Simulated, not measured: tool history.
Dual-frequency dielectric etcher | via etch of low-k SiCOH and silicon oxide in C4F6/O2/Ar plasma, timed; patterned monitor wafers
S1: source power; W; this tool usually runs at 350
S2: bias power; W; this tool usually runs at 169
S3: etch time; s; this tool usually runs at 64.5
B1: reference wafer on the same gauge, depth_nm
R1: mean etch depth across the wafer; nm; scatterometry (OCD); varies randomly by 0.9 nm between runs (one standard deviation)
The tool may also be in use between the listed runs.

run,hour,S1,S2,S3,B1,R1
1,0.0,350,169,64.5,158.2,148.4
2,106.8,350,169,64.5,157.9,149.5
3,186.9,350,169,64.5,158.1,146.5
4,277.2,350,169,64.5,158.1,144.8
5,322.7,350,169,64.5,158.0,146.0
# hour 427.6: wet clean of the chamber
6,428.1,350,169,64.5,158.0,150.6
7,508.9,350,169,64.5,157.9,149.6
8,590.8,350,169,64.5,158.0,148.3
# hour 616.0: bias power generator calibrated
9,659.0,350,169,64.5,158.0,146.3
10,729.1,350,169,64.5,157.9,146.6
11,835.8,270,185,50.5,158.1,99.0
12,882.5,350,169,75.5,158.0,169.0
# hour 910.1: gauge calibrated
# hour 947.1: upper electrode replaced, of another model than before
13,964.2,390,140,51.0,158.0,114.7
# hour 988.8: source power generator calibrated
# hour 1028.6: wet clean of the chamber
14,1037.9,300,193,56.0,158.3,126.3
15,1125.5,390,169,54.0,157.8,131.7
16,1207.5,290,169,70.5,158.0,151.0
17,1256.3,270,185,50.5,157.9,106.2
18,1327.2,350,169,64.5,157.9,148.6
19,1421.5,290,169,80.0,157.9,166.8

Branching from run 19: 5 alternative next runs. What would each branch give?
A,1421.9,350,169,64.5,?,?
B,1421.9,350,129,64.5,?,?
C,1421.9,350,192,64.5,?,?
D,1421.9,400,169,64.5,?,?
E,1421.9,350,169,45.5,?,?

run,B1,R1
A,158.1,147.3
B,158.1,140.5
C,158.1,151.1
D,158.1,155.9
E,158.1,103.9
With no hidden state in the tool, these same runs would have given:
run,R1
A,151.9
B,144.9
C,155.8
D,160.8
E,107.2
